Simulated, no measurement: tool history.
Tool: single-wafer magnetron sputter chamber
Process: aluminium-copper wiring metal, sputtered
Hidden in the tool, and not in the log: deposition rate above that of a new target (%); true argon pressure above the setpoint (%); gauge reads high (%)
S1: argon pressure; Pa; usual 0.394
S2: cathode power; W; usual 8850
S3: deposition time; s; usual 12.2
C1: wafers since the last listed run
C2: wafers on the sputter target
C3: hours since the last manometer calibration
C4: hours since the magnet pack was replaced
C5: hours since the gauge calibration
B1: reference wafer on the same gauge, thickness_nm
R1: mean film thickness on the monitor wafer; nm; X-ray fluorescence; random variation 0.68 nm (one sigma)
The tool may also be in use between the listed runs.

run 1 day=0.000 | S1=0.394 S2=8850 S3=12.2 | C1=0 C2=131 C3=1873.2 C4=10684.3 C5=282.0 | B1=146.131 | R1=172.144
run 2 day=0.258 | S1=0.394 S2=8850 S3=12.2 | C1=141 C2=272 C3=1879.4 C4=10690.5 C5=288.2 | B1=146.087 | R1=171.528
run 3 day=0.925 | S1=0.394 S2=8850 S3=12.2 | C1=364 C2=636 C3=1895.4 C4=10706.5 C5=304.2 | B1=145.774 | R1=169.980
run 4 day=1.483 | S1=0.394 S2=8850 S3=12.2 | C1=305 C2=941 C3=1908.8 C4=10719.9 C5=317.6 | B1=146.413 | R1=170.402
run 5 day=2.029 | S1=0.394 S2=8850 S3=12.2 | C1=298 C2=1240 C3=1921.9 C4=10733.0 C5=330.7 | B1=145.916 | R1=168.833
run 6 day=2.633 | S1=0.427 S2=8850 S3=12.2 | C1=330 C2=1570 C3=1936.4 C4=10747.5 C5=345.2 | B1=146.272 | R1=164.473
run 7 day=2.988 | S1=0.394 S2=8850 S3=13.4 | C1=193 C2=1763 C3=1944.9 C4=10756.0 C5=353.7 | B1=146.126 | R1=183.577
-- day=3.475 magnet pack replaced
run 8 day=3.496 | S1=0.394 S2=8850 S3=13.4 | C1=95 C2=1859 C3=1957.1 C4=0.5 C5=365.9 | B1=145.863 | R1=184.204
-- day=3.938 sputter target and shields replaced
run 9 day=3.958 | S1=0.394 S2=8850 S3=13.4 | C1=70 C2=11 C3=1968.2 C4=11.6 C5=377.0 | B1=146.310 | R1=189.071
run 10 day=4.312 | S1=0.394 S2=10200 S3=12.2 | C1=193 C2=205 C3=1976.7 C4=20.1 C5=385.5 | B1=145.802 | R1=197.533
-- day=4.346 gauge calibrated
run 11 day=5.867 | S1=0.312 S2=8850 S3=12.2 | C1=849 C2=1054 C3=2014.0 C4=57.4 C5=36.5 | B1=145.924 | R1=175.607
run 12 day=6.433 | S1=0.394 S2=8850 S3=12.2 | C1=309 C2=1364 C3=2027.6 C4=71.0 C5=50.1 | B1=146.040 | R1=167.573
run 13 day=7.058 | S1=0.394 S2=10050 S3=14.5 | C1=341 C2=1705 C3=2042.6 C4=86.0 C5=65.1 | B1=145.923 | R1=224.526
run 14 day=7.454 | S1=0.394 S2=10100 S3=12.2 | C1=216 C2=1921 C3=2052.1 C4=95.5 C5=74.6 | B1=145.779 | R1=188.538
run 15 day=8.108 | S1=0.394 S2=10600 S3=13.4 | C1=357 C2=2279 C3=2067.8 C4=111.2 C5=90.3 | B1=146.209 | R1=217.366
run 16 day=8.712 | S1=0.394 S2=8850 S3=12.2 | C1=330 C2=2609 C3=2082.3 C4=125.7 C5=104.8 | B1=145.830 | R1=163.348
-- day=9.112 sputter target and shields replaced
run 17 day=9.133 | S1=0.394 S2=10450 S3=13.3 | C1=47 C2=11 C3=2092.4 C4=135.8 C5=114.9 | B1=146.267 | R1=221.355
run 18 day=9.592 | S1=0.503 S2=7200 S3=10.9 | C1=250 C2=261 C3=2103.4 C4=146.8 C5=125.9 | B1=145.925 | R1=118.633
run 19 day=10.200 | S1=0.272 S2=7500 S3=12.2 | C1=332 C2=594 C3=2118.0 C4=161.4 C5=140.5 | B1=146.018 | R1=152.664
run 20 day=10.783 | S1=0.279 S2=8850 S3=13.4 | C1=318 C2=912 C3=2132.0 C4=175.4 C5=154.5 | B1=146.005 | R1=196.250
run 21 day=11.046 | S1=0.394 S2=8850 S3=12.2 | C1=143 C2=1056 C3=2138.3 C4=181.7 C5=160.8 | B1=145.948 | R1=170.166
-- day=11.542 capacitance manometer re-zeroed and calibrated
run 22 day=11.562 | S1=0.246 S2=8850 S3=11.4 | C1=100 C2=1156 C3=0.5 C4=194.1 C5=173.2 | B1=146.318 | R1=170.335
run 23 day=11.704 | S1=0.394 S2=8850 S3=12.2 | C1=77 C2=1233 C3=3.9 C4=197.5 C5=176.6 | B1=145.934 | R1=168.803
run 24 day=12.221 | S1=0.466 S2=8850 S3=10.3 | C1=282 C2=1516 C3=16.3 C4=209.9 C5=189.0 | B1=146.069 | R1=135.866
run 25 day=12.633 | S1=0.394 S2=8850 S3=14.3 | C1=225 C2=1741 C3=26.2 C4=219.8 C5=198.9 | B1=146.076 | R1=195.013
run 26 day=12.988 | S1=0.394 S2=8850 S3=12.2 | C1=193 C2=1935 C3=34.7 C4=228.3 C5=207.4 | B1=145.768 | R1=165.628
-- day=13.617 sputter target and shields replaced
run 27 day=13.638 | S1=0.449 S2=7950 S3=10.4 | C1=173 C2=12 C3=50.3 C4=243.9 C5=223.0 | B1=145.902 | R1=128.388
run 28 day=15.275 | S1=0.516 S2=8850 S3=12.2 | C1=894 C2=906 C3=89.6 C4=283.2 C5=262.3 | B1=146.123 | R1=161.548
run 29 day=15.938 | S1=0.285 S2=10500 S3=12.8 | C1=361 C2=1268 C3=105.5 C4=299.1 C5=278.2 | B1=146.096 | R1=221.667
run 30 day=16.492 | S1=0.394 S2=8850 S3=11.4 | C1=302 C2=1571 C3=118.8 C4=312.4 C5=291.5 | B1=146.224 | R1=157.087
run 31 day=16.875 | S1=0.532 S2=6850 S3=11.3 | C1=209 C2=1780 C3=128.0 C4=321.6 C5=300.7 | B1=146.212 | R1=112.970
run 32 day=17.183 | S1=0.394 S2=8850 S3=13.4 | C1=168 C2=1949 C3=135.4 C4=329.0 C5=308.1 | B1=146.148 | R1=184.206
-- day=18.092 sputter target and shields replaced
run 33 day=18.112 | S1=0.244 S2=10850 S3=12.2 | C1=325 C2=10 C3=157.7 C4=351.3 C5=330.4 | B1=146.098 | R1=228.858
run 34 day=18.333 | S1=0.277 S2=6900 S3=12.2 | C1=120 C2=131 C3=163.0 C4=356.6 C5=335.7 | B1=145.872 | R1=142.783

5 ways to go on from here, each from the tool as it stands after run 34. What would each give?
run A day=18.350 | S1=0.394 S2=8850 S3=12.2 | C1=9 C2=140 C3=163.4 C4=357.0 C5=336.1 | B1=? | R1=?
run B day=18.350 | S1=0.394 S2=9850 S3=12.2 | C1=9 C2=140 C3=163.4 C4=357.0 C5=336.1 | B1=? | R1=?
run C day=18.350 | S1=0.349 S2=8850 S3=9.8 | C1=9 C2=140 C3=163.4 C4=357.0 C5=336.1 | B1=? | R1=?
run D day=18.350 | S1=0.267 S2=8100 S3=10.1 | C1=9 C2=140 C3=163.4 C4=357.0 C5=336.1 | B1=? | R1=?
run E day=18.350 | S1=0.449 S2=8300 S3=9.8 | C1=9 C2=140 C3=163.4 C4=357.0 C5=336.1 | B1=? | R1=?

run=A B1=145.963 R1=171.677
run=B B1=145.963 R1=191.075
run=C B1=145.963 R1=140.901
run=D B1=145.963 R1=138.279
run=E B1=145.963 R1=126.011
Without the tool's hidden state the same runs would have given:
run=A R1=172.540
run=B R1=192.036
run=C R1=141.609
run=D R1=138.974
run=E R1=126.644
